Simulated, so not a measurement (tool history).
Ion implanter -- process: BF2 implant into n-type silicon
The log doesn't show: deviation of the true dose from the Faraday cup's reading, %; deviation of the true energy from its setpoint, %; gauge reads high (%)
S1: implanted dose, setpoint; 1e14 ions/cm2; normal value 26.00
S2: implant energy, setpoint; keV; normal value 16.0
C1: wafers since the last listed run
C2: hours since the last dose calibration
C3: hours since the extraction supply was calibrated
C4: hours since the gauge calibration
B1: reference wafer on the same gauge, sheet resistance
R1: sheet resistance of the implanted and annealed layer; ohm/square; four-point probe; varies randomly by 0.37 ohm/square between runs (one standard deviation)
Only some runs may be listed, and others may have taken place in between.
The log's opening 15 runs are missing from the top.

run,day,S1,S2,C1,C2,C3,C4,B1,R1
16,39.392,30.96,18.5,494,282.6,6484.3,1678.8,217.95,201.41
17,41.312,26.00,13.5,495,328.7,6530.4,1724.9,217.94,238.09
18,42.312,26.00,16.0,258,352.7,6554.4,1748.9,218.09,219.84
19,44.308,33.20,13.0,515,400.6,6602.3,1796.8,218.07,235.80
# day 44.517: gauge calibrated
# day 45.442: extraction supply calibrated
20,45.462,30.54,13.0,211,428.3,0.5,22.7,218.01,241.89
21,47.438,20.63,20.0,509,475.7,47.9,70.1,217.91,205.46
22,48.754,29.18,12.0,339,507.3,79.5,101.7,217.95,250.41
23,49.871,18.76,16.0,288,534.1,106.3,128.5,218.00,231.39
24,51.529,26.00,10.5,428,573.9,146.1,168.3,217.98,268.72
25,60.188,26.00,16.0,2235,781.7,353.9,376.1,217.98,222.22
26,62.908,23.06,12.5,702,847.0,419.2,441.4,218.06,252.25
27,65.658,28.67,20.5,709,913.0,485.2,507.4,218.10,195.18
28,68.483,23.03,20.5,729,980.8,553.0,575.2,218.04,199.54
29,70.012,23.55,11.5,394,1017.5,589.7,611.9,218.03,261.20
30,71.658,26.00,16.0,424,1057.0,629.2,651.4,217.99,222.37
31,73.888,18.77,11.5,575,1110.5,682.7,704.9,218.16,267.49
32,76.383,26.00,16.0,644,1170.4,742.6,764.8,218.03,222.32
33,78.575,33.18,20.0,565,1223.0,795.2,817.4,217.91,194.06
34,86.654,26.00,16.0,2085,1416.9,989.1,1011.3,217.95,221.96
35,89.350,33.20,13.0,695,1481.6,1053.8,1076.0,218.01,236.98
36,91.371,26.00,19.5,521,1530.1,1102.3,1124.5,217.99,201.55
37,94.112,30.10,14.5,707,1595.9,1168.1,1190.3,218.18,228.54
38,96.758,22.17,21.5,683,1659.4,1231.6,1253.8,217.92,195.23

Branching from run 38: 3 alternative next runs. What would each branch give?
A,96.775,26.00,16.0,4,1659.8,1232.0,1254.2,?,?
B,96.775,26.00,19.0,4,1659.8,1232.0,1254.2,?,?
C,96.775,29.99,11.0,4,1659.8,1232.0,1254.2,?,?

run,B1,R1
A,217.88,221.26
B,217.88,203.63
C,217.88,257.86
Without the tool's unlogged condition, the same runs would have read:
run,R1
A,223.68
B,205.96
C,260.42
